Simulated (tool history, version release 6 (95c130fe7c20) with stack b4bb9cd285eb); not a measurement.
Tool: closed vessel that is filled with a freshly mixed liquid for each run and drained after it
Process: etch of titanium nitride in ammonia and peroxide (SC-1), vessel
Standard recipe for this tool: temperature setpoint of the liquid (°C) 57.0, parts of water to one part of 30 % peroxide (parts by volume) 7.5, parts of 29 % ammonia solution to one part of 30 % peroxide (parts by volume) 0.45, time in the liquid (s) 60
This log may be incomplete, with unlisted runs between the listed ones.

| run | hour | temperature setpoint of the liquid (°C) | parts of water to one part of 30 % peroxide (parts by volume) | parts of 29 % ammonia solution to one part of 30 % peroxide (parts by volume) | time in the liquid (s) | read-back film thickness of the titanium nitride reference wafer, read on the same gauge (nm) | thickness taken off the titanium nitride on a monitor wafer (Å) |
|---|---|---|---|---|---|---|---|
| 1 | 0.0 | 57.0 | 7.5 | 0.45 | 60 | 80.00 | 56.0 |
| 2 | 16.5 | 49.5 | 7.5 | 0.45 | 60 | 80.00 | 33.6 |
| 3 | 44.4 | 49.5 | 7.5 | 0.45 | 60 | 79.98 | 34.0 |
| 4 | 58.2 | 49.5 | 7.5 | 0.45 | 60 | 80.07 | 33.5 |
| 5 | 88.5 | 64.0 | 7.5 | 0.45 | 60 | 80.06 | 88.5 |
| 6 | 113.0 | 64.0 | 7.5 | 0.45 | 60 | 80.02 | 88.7 |
| 7 | 134.2 | 52.0 | 7.5 | 0.30 | 60 | 80.00 | 37.1 |
|  | 160.7 | gauge calibrated |
| 8 | 171.6 | 52.0 | 7.5 | 0.30 | 60 | 79.98 | 37.4 |
| 9 | 187.0 | 52.0 | 7.5 | 0.30 | 60 | 79.97 | 37.3 |
|  | 188.0 | new drum of ammonia solution connected |
| 10 | 201.7 | 57.0 | 7.5 | 0.45 | 60 | 80.00 | 56.1 |
| 11 | 219.0 | 61.0 | 7.5 | 0.50 | 75 | 80.00 | 92.2 |
| 12 | 240.6 | 52.0 | 7.5 | 0.30 | 60 | 79.99 | 37.4 |
|  | 273.6 | thermometer replaced |
| 13 | 274.6 | 57.0 | 7.5 | 0.45 | 60 | 80.05 | 57.0 |
| 14 | 296.2 | 61.5 | 5.0 | 0.45 | 60 | 80.03 | 94.1 |
| 15 | 356.8 | 57.0 | 7.5 | 0.45 | 60 | 79.97 | 56.9 |
| 16 | 381.8 | 57.0 | 10.5 | 0.45 | 60 | 80.02 | 47.4 |
|  | 405.0 | ammonia flow meter replaced |
| 17 | 405.5 | 53.5 | 7.5 | 0.45 | 75 | 80.03 | 56.8 |
| 18 | 420.1 | 57.0 | 7.5 | 0.60 | 60 | 79.95 | 60.0 |
| 19 | 445.8 | 49.5 | 7.5 | 0.45 | 60 | 79.93 | 33.7 |
| 20 | 460.3 | 57.0 | 10.0 | 0.35 | 35 | 79.97 | 27.2 |
| 21 | 486.7 | 61.0 | 8.5 | 0.55 | 50 | 79.97 | 59.6 |
| 22 | 503.9 | 57.0 | 6.5 | 0.45 | 60 | 80.01 | 60.6 |
| 23 | 537.2 | 52.5 | 7.5 | 0.45 | 60 | 79.99 | 41.8 |
| 24 | 562.6 | 57.0 | 10.5 | 0.45 | 95 | 80.03 | 75.7 |

Expected results for the next run?
| 25 | 579.6 | 57.0 | 7.5 | 0.45 | 60 | ? | ? |

For run 25 the tool returned read-back film thickness of the titanium nitride reference wafer, read on the same gauge (nm) 79.99, thickness taken off the titanium nitride on a monitor wafer (Å) 57.0.
Minus the tool's unlogged condition, the same run would have read thickness taken off the titanium nitride on a monitor wafer (Å) 57.8.
